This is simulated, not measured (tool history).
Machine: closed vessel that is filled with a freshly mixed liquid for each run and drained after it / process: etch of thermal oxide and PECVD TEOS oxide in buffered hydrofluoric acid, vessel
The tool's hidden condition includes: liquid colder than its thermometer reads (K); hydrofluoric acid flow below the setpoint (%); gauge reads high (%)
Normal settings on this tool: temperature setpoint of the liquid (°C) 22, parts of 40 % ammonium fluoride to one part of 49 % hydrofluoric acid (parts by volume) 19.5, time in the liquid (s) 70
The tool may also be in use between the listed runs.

| run | hour | temperature setpoint of the liquid (°C) | parts of 40 % ammonium fluoride to one part of 49 % hydrofluoric acid (parts by volume) | time in the liquid (s) | wafers since the last listed run | hours since the thermometer was replaced | hours since the hydrofluoric acid flow meter was replaced | hours since the gauge calibration | read-back film thickness of the thermal oxide reference wafer, read on the same gauge (nm) | read-back film thickness of the PECVD TEOS oxide reference wafer, read on the same gauge (nm) | thickness taken off the thermal oxide on a monitor wafer (Å) | thickness taken off the PECVD TEOS oxide on a monitor wafer (Å) |
|---|---|---|---|---|---|---|---|---|---|---|---|---|
| 1 | 0 | 22 | 19.5 | 70 | 0 | 86.7 | 838.3 | 2938 | 94.3 | 157.22 | 360.8 | 483.5 |
| 2 | 76.2 | 22 | 19.5 | 70 | 10671 | 162.9 | 914.5 | 3014.2 | 94.45 | 157.37 | 361.7 | 481.6 |
| 3 | 172 | 19.5 | 14.5 | 55 | 13415 | 258.7 | 1010.3 | 3110 | 94.54 | 157.55 | 325.8 | 446.1 |
| 4 | 226.3 | 22 | 19.5 | 110 | 7604 | 313 | 1064.6 | 3164.3 | 94.66 | 157.64 | 575.2 | 764.2 |
| 5 | 313.3 | 18 | 21.5 | 40 | 12183 | 400 | 1151.6 | 3251.3 | 94.76 | 157.92 | 152.7 | 205.7 |
| 6 | 416.5 | 25.5 | 19.5 | 30 | 14452 | 503.2 | 1254.8 | 3354.5 | 94.87 | 158.09 | 190.2 | 251.1 |
| 7 | 458.4 | 23.5 | 19.5 | 70 | 5867 | 545.1 | 1296.7 | 3396.4 | 94.88 | 158.19 | 392.8 | 534.6 |
| 8 | 560.2 | 22 | 14.5 | 70 | 14256 | 646.9 | 1398.5 | 3498.2 | 95.1 | 158.38 | 483.2 | 659.8 |
|  | 577.9 | thermometer replaced |
| 9 | 619.5 | 23.5 | 24 | 70 | 8164 | 41.6 | 1457.8 | 3557.5 | 95.13 | 158.56 | 336.4 | 451.6 |
| 10 | 672.1 | 22 | 19.5 | 70 | 7366 | 94.2 | 1510.4 | 3610.1 | 95.18 | 158.69 | 364 | 489.7 |
| 11 | 717.4 | 22 | 19.5 | 70 | 6343 | 139.5 | 1555.7 | 3655.4 | 95.24 | 158.74 | 363.8 | 491.1 |
| 12 | 760.8 | 22 | 26.5 | 70 | 6077 | 182.9 | 1599.1 | 3698.8 | 95.29 | 158.82 | 289.4 | 389 |
| 13 | 828.5 | 22 | 19.5 | 70 | 9480 | 250.6 | 1666.8 | 3766.5 | 95.41 | 158.96 | 362.2 | 489.6 |
| 14 | 930 | 22 | 19.5 | 70 | 14214 | 352.1 | 1768.3 | 3868 | 95.5 | 159.18 | 363 | 491.4 |
|  | 950.6 | hydrofluoric acid flow meter replaced |
|  | 959.8 | gauge calibrated |
| 15 | 978.3 | 18.5 | 16.5 | 90 | 6623 | 400.4 | 27.7 | 18.5 | 90.14 | 150.18 | 428.3 | 576.6 |
| 16 | 1040.5 | 25 | 16 | 60 | 8710 | 462.6 | 89.9 | 80.7 | 90.19 | 150.3 | 424.3 | 561.5 |
| 17 | 1094.3 | 18.5 | 19.5 | 85 | 7534 | 516.4 | 143.7 | 134.5 | 90.25 | 150.44 | 341.1 | 462.6 |
| 18 | 1145.5 | 22 | 19.5 | 70 | 7170 | 567.6 | 194.9 | 185.7 | 90.34 | 150.58 | 343.3 | 462.3 |
| 19 | 1210.5 | 22 | 19.5 | 70 | 9102 | 632.6 | 259.9 | 250.7 | 90.4 | 150.68 | 340.4 | 463 |
| 20 | 1288.6 | 25.5 | 15.5 | 45 | 10937 | 710.7 | 338 | 328.8 | 90.52 | 150.84 | 338.1 | 452.9 |
|  | 1354.1 | thermometer replaced |
| 21 | 1354.6 | 22 | 11.5 | 70 | 9102 | 0.5 | 404 | 394.8 | 90.61 | 150.99 | 589.1 | 774.1 |
| 22 | 1435.9 | 22 | 19.5 | 70 | 11385 | 81.8 | 485.3 | 476.1 | 90.71 | 151.19 | 345.8 | 463.8 |
| 23 | 1503.2 | 22 | 19.5 | 70 | 9424 | 149.1 | 552.6 | 543.4 | 90.77 | 151.34 | 345.5 | 465.2 |
| 24 | 1547.3 | 22 | 23.5 | 90 | 6175 | 193.2 | 596.7 | 587.5 | 90.85 | 151.44 | 387.8 | 521.9 |
| 25 | 1637.5 | 22 | 19.5 | 70 | 12631 | 283.4 | 686.9 | 677.7 | 90.95 | 151.6 | 349.6 | 460.8 |
| 26 | 1720.4 | 18.5 | 16 | 40 | 11609 | 366.3 | 769.8 | 760.6 | 91.06 | 151.78 | 195.7 | 265 |

What would each run have given without the hidden state, its run-to-run variation left as it was?
| run | thickness taken off the thermal oxide on a monitor wafer (Å) | thickness taken off the PECVD TEOS oxide on a monitor wafer (Å) |
|---|---|---|
| 1 | 344.3 | 461.4 |
| 2 | 344.8 | 459 |
| 3 | 310.2 | 424.6 |
| 4 | 547.2 | 727 |
| 5 | 145 | 195.5 |
| 6 | 180.5 | 238.3 |
| 7 | 372.5 | 506.9 |
| 8 | 457.6 | 624.8 |
| 9 | 318.3 | 427.3 |
| 10 | 344.1 | 463 |
| 11 | 343.8 | 464 |
| 12 | 273.3 | 367.3 |
| 13 | 341.8 | 461.9 |
| 14 | 342 | 463 |
| 15 | 427.7 | 575.9 |
| 16 | 423.4 | 560.3 |
| 17 | 340.1 | 461.3 |
| 18 | 342 | 460.6 |
| 19 | 338.8 | 460.9 |
| 20 | 336.1 | 450.3 |
| 21 | 585.2 | 769 |
| 22 | 343.1 | 460.2 |
| 23 | 342.4 | 461.2 |
| 24 | 384.2 | 517 |
| 25 | 345.9 | 455.9 |
| 26 | 193.4 | 261.9 |
